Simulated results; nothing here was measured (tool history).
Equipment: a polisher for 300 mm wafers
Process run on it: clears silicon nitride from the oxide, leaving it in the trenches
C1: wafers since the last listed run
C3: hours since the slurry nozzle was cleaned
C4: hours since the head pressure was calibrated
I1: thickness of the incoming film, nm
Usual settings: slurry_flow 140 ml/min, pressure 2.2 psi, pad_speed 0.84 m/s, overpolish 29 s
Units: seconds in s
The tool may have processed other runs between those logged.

{"run": 1, "day": 0.0, "slurry_flow": 140, "pressure": 2.2, "pad_speed": 0.84, "overpolish": 29, "C1": 0, "wafers polished on this pad": 458, "C3": 162.0, "C4": 464.2, "I1": 59.8, "seconds": 110.6}
{"day": 0.262, "done": "head pressure recalibrated"}
{"run": 2, "day": 0.804, "slurry_flow": 140, "pressure": 2.2, "pad_speed": 0.84, "overpolish": 29, "C1": 122, "wafers polished on this pad": 580, "C3": 181.3, "C4": 13.0, "I1": 60.1, "seconds": 115.8}
{"run": 3, "day": 1.817, "slurry_flow": 140, "pressure": 2.2, "pad_speed": 0.84, "overpolish": 29, "C1": 172, "wafers polished on this pad": 752, "C3": 205.6, "C4": 37.3, "I1": 60.2, "seconds": 119.2}
{"day": 2.721, "done": "worn pad replaced by a new one"}
{"run": 4, "day": 3.012, "slurry_flow": 140, "pressure": 2.2, "pad_speed": 0.84, "overpolish": 29, "C1": 175, "wafers polished on this pad": 49, "C3": 234.3, "C4": 66.0, "I1": 61.0, "seconds": 108.8}
{"run": 5, "day": 4.35, "slurry_flow": 140, "pressure": 2.2, "pad_speed": 0.84, "overpolish": 29, "C1": 227, "wafers polished on this pad": 277, "C3": 266.4, "C4": 98.1, "I1": 60.5, "seconds": 109.7}
{"run": 6, "day": 4.954, "slurry_flow": 140, "pressure": 2.2, "pad_speed": 0.84, "overpolish": 29, "C1": 102, "wafers polished on this pad": 379, "C3": 280.9, "C4": 112.6, "I1": 58.8, "seconds": 108.3}
{"run": 7, "day": 6.254, "slurry_flow": 120, "pressure": 2.2, "pad_speed": 0.98, "overpolish": 29, "C1": 221, "wafers polished on this pad": 600, "C3": 312.1, "C4": 143.8, "I1": 60.1, "seconds": 98.2}
{"day": 7.304, "done": "worn pad replaced by a new one"}
{"run": 8, "day": 7.55, "slurry_flow": 120, "pressure": 2.2, "pad_speed": 0.98, "overpolish": 29, "C1": 192, "wafers polished on this pad": 41, "C3": 343.2, "C4": 174.9, "I1": 58.8, "seconds": 91.6}
{"run": 9, "day": 8.354, "slurry_flow": 120, "pressure": 2.2, "pad_speed": 0.98, "overpolish": 29, "C1": 136, "wafers polished on this pad": 178, "C3": 362.5, "C4": 194.2, "I1": 60.0, "seconds": 92.7}
{"run": 10, "day": 8.875, "slurry_flow": 140, "pressure": 2.2, "pad_speed": 0.64, "overpolish": 37, "C1": 88, "wafers polished on this pad": 267, "C3": 375.0, "C4": 206.7, "I1": 59.9, "seconds": 140.9}
{"run": 11, "day": 10.271, "slurry_flow": 140, "pressure": 2.2, "pad_speed": 0.64, "overpolish": 37, "C1": 237, "wafers polished on this pad": 504, "C3": 408.5, "C4": 240.2, "I1": 60.2, "seconds": 147.8}
{"run": 12, "day": 11.642, "slurry_flow": 140, "pressure": 2.2, "pad_speed": 0.64, "overpolish": 37, "C1": 233, "wafers polished on this pad": 737, "C3": 441.4, "C4": 273.1, "I1": 60.3, "seconds": 157.0}
{"day": 12.338, "done": "worn pad replaced by a new one"}
{"run": 13, "day": 12.762, "slurry_flow": 125, "pressure": 2.0, "pad_speed": 0.84, "overpolish": 29, "C1": 162, "wafers polished on this pad": 71, "C3": 468.3, "C4": 300.0, "I1": 60.8, "seconds": 120.4}
{"run": 14, "day": 13.929, "slurry_flow": 170, "pressure": 2.6, "pad_speed": 0.84, "overpolish": 22, "C1": 198, "wafers polished on this pad": 270, "C3": 496.3, "C4": 328.0, "I1": 59.7, "seconds": 88.6}
{"run": 15, "day": 15.283, "slurry_flow": 105, "pressure": 1.5, "pad_speed": 0.66, "overpolish": 22, "C1": 230, "wafers polished on this pad": 500, "C3": 528.8, "C4": 360.5, "I1": 59.9, "seconds": 205.2}
{"run": 16, "day": 16.038, "slurry_flow": 155, "pressure": 2.9, "pad_speed": 0.7, "overpolish": 42, "C1": 128, "wafers polished on this pad": 628, "C3": 546.9, "C4": 378.6, "I1": 59.8, "seconds": 104.8}
{"run": 17, "day": 16.967, "slurry_flow": 140, "pressure": 2.2, "pad_speed": 0.84, "overpolish": 29, "C1": 158, "wafers polished on this pad": 786, "C3": 569.2, "C4": 400.9, "I1": 60.2, "seconds": 118.4}
{"day": 17.546, "done": "worn pad replaced by a new one"}
{"day": 17.829, "done": "head pressure recalibrated"}
{"run": 18, "day": 18.079, "slurry_flow": 140, "pressure": 1.8, "pad_speed": 0.84, "overpolish": 19, "C1": 146, "wafers polished on this pad": 76, "C3": 595.9, "C4": 6.0, "I1": 60.0, "seconds": 126.4}
{"run": 19, "day": 18.842, "slurry_flow": 155, "pressure": 2.9, "pad_speed": 0.7, "overpolish": 42, "C1": 129, "wafers polished on this pad": 206, "C3": 614.2, "C4": 24.3, "I1": 60.0, "seconds": 98.5}
{"day": 19.083, "done": "slurry nozzle cleaned"}
{"run": 20, "day": 19.562, "slurry_flow": 140, "pressure": 2.8, "pad_speed": 0.84, "overpolish": 38, "C1": 115, "wafers polished on this pad": 321, "C3": 11.5, "C4": 41.6, "I1": 59.7, "seconds": 85.0}
{"run": 21, "day": 20.108, "slurry_flow": 140, "pressure": 2.2, "pad_speed": 1.0, "overpolish": 41, "C1": 92, "wafers polished on this pad": 414, "C3": 24.6, "C4": 54.7, "I1": 59.6, "seconds": 91.2}
{"run": 22, "day": 20.842, "slurry_flow": 140, "pressure": 1.7, "pad_speed": 0.72, "overpolish": 29, "C1": 124, "wafers polished on this pad": 539, "C3": 42.2, "C4": 72.3, "I1": 59.5, "seconds": 158.3}
{"day": 22.1, "done": "worn pad replaced by a new one"}
{"run": 23, "day": 22.121, "slurry_flow": 140, "pressure": 2.2, "pad_speed": 0.84, "overpolish": 29, "C1": 189, "wafers polished on this pad": 3, "C3": 72.9, "C4": 103.0, "I1": 59.6, "seconds": 105.4}
{"run": 24, "day": 23.108, "slurry_flow": 140, "pressure": 2.2, "pad_speed": 0.84, "overpolish": 29, "C1": 167, "wafers polished on this pad": 171, "C3": 96.6, "C4": 126.7, "I1": 59.5, "seconds": 105.9}
{"run": 25, "day": 23.862, "slurry_flow": 140, "pressure": 2.2, "pad_speed": 0.84, "overpolish": 29, "C1": 128, "wafers polished on this pad": 299, "C3": 114.7, "C4": 144.8, "I1": 59.9, "seconds": 107.6}

Forecast each of these 5 alternatives for the next run:
{"run": "A", "day": 23.883, "slurry_flow": 140, "pressure": 2.2, "pad_speed": 0.84, "overpolish": 29, "C1": 3, "wafers polished on this pad": 303, "C3": 115.2, "C4": 145.3, "I1": 60.1, "seconds": "?"}
{"run": "B", "day": 23.883, "slurry_flow": 140, "pressure": 1.7, "pad_speed": 0.84, "overpolish": 34, "C1": 3, "wafers polished on this pad": 303, "C3": 115.2, "C4": 145.3, "I1": 60.1, "seconds": "?"}
{"run": "C", "day": 23.883, "slurry_flow": 140, "pressure": 2.2, "pad_speed": 1.1, "overpolish": 29, "C1": 3, "wafers polished on this pad": 303, "C3": 115.2, "C4": 145.3, "I1": 60.1, "seconds": "?"}
{"run": "D", "day": 23.883, "slurry_flow": 160, "pressure": 2.2, "pad_speed": 0.84, "overpolish": 36, "C1": 3, "wafers polished on this pad": 303, "C3": 115.2, "C4": 145.3, "I1": 60.1, "seconds": "?"}
{"run": "E", "day": 23.883, "slurry_flow": 125, "pressure": 2.2, "pad_speed": 0.74, "overpolish": 38, "C1": 3, "wafers polished on this pad": 303, "C3": 115.2, "C4": 145.3, "I1": 60.1, "seconds": "?"}

run=A seconds=108.4
run=B seconds=134.5
run=C seconds=82.7
run=D seconds=106.5
run=E seconds=124.9
Without the tool's hidden state the same runs would have given:
run=A seconds=106.2
run=B seconds=131.8
run=C seconds=81.1
run=D seconds=104.4
run=E seconds=122.3
